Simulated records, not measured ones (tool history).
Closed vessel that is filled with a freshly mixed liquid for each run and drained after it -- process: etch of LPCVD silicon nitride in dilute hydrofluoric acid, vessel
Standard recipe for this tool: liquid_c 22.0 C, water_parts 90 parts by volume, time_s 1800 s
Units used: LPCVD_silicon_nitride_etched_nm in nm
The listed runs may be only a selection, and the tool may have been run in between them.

| run | hour | liquid_c | water_parts | time_s | read-back film thickness of the LPCVD silicon nitride reference wafer, read on the same gauge (nm) | LPCVD_silicon_nitride_etched_nm |
|---|---|---|---|---|---|---|
| 1 | 0.0 | 22.0 | 90 | 1800 | 29.97 | 9.42 |
|  | 23.8 | thermometer replaced |
| 2 | 99.0 | 22.0 | 55 | 1800 | 29.99 | 15.73 |
| 3 | 152.1 | 22.0 | 90 | 2075 | 30.03 | 11.07 |
| 4 | 209.0 | 22.0 | 90 | 2075 | 29.98 | 10.99 |
| 5 | 273.0 | 22.0 | 90 | 1800 | 30.01 | 9.58 |
| 6 | 331.6 | 22.0 | 90 | 1800 | 30.02 | 9.49 |
| 7 | 438.7 | 22.0 | 90 | 1800 | 30.01 | 9.42 |
| 8 | 510.8 | 22.0 | 90 | 1800 | 30.01 | 9.39 |
| 9 | 569.9 | 19.0 | 90 | 1800 | 30.03 | 7.65 |
| 10 | 621.6 | 22.0 | 90 | 1800 | 29.99 | 9.35 |
|  | 635.6 | hydrofluoric acid flow meter replaced |
| 11 | 698.7 | 22.0 | 50 | 1800 | 30.03 | 16.97 |
| 12 | 769.0 | 24.0 | 60 | 1170 | 29.96 | 10.56 |
|  | 801.0 | thermometer replaced |
| 13 | 816.6 | 22.0 | 90 | 1800 | 30.02 | 9.74 |
| 14 | 883.2 | 22.0 | 90 | 2100 | 30.03 | 11.31 |
| 15 | 967.4 | 19.0 | 130 | 1800 | 30.02 | 5.49 |
| 16 | 1033.5 | 22.0 | 105 | 1800 | 30.02 | 8.25 |
| 17 | 1134.7 | 19.0 | 105 | 2445 | 29.98 | 9.05 |
|  | 1180.6 | gauge calibrated |
| 18 | 1229.1 | 22.0 | 90 | 1800 | 30.00 | 9.49 |
| 19 | 1326.5 | 22.0 | 90 | 1800 | 29.96 | 9.46 |
| 20 | 1381.7 | 19.0 | 100 | 1800 | 30.03 | 6.93 |
|  | 1418.1 | hydrofluoric acid flow meter replaced |
| 21 | 1460.4 | 22.0 | 90 | 1800 | 30.03 | 9.61 |
|  | 1524.1 | thermometer replaced |
| 22 | 1539.2 | 19.0 | 100 | 1800 | 30.00 | 7.18 |
| 23 | 1578.5 | 19.5 | 130 | 2350 | 29.96 | 7.49 |
| 24 | 1648.0 | 22.0 | 90 | 2430 | 30.00 | 13.11 |
| 25 | 1755.3 | 22.0 | 90 | 1800 | 29.99 | 9.63 |
| 26 | 1828.0 | 19.5 | 55 | 1800 | 29.98 | 12.96 |
| 27 | 1913.8 | 22.0 | 90 | 1800 | 30.01 | 9.46 |
| 28 | 2015.2 | 22.0 | 135 | 1130 | 30.01 | 4.01 |
| 29 | 2058.4 | 22.0 | 90 | 1800 | 30.00 | 9.46 |
| 30 | 2158.7 | 20.5 | 90 | 1800 | 29.98 | 8.40 |
| 31 | 2223.0 | 26.5 | 50 | 2605 | 29.98 | 32.67 |
| 32 | 2261.1 | 18.5 | 90 | 890 | 30.01 | 3.61 |

4 ways to go on from here, each from the tool as it stands after run 32. What would each give?
| A | 2262.3 | 22.0 | 90 | 1800 | ? | ? |
| B | 2262.3 | 20.0 | 75 | 745 | ? | ? |
| C | 2262.3 | 24.0 | 75 | 1010 | ? | ? |
| D | 2262.3 | 26.0 | 50 | 845 | ? | ? |

| run | read-back film thickness of the LPCVD silicon nitride reference wafer, read on the same gauge (nm) | LPCVD_silicon_nitride_etched_nm |
|---|---|---|
| A | 30.02 | 9.28 |
| B | 30.02 | 4.01 |
| C | 30.02 | 7.12 |
| D | 30.02 | 10.15 |
With no hidden state in the tool, these same runs would have given:
| run | LPCVD_silicon_nitride_etched_nm |
|---|---|
| A | 9.82 |
| B | 4.24 |
| C | 7.53 |
| D | 10.73 |
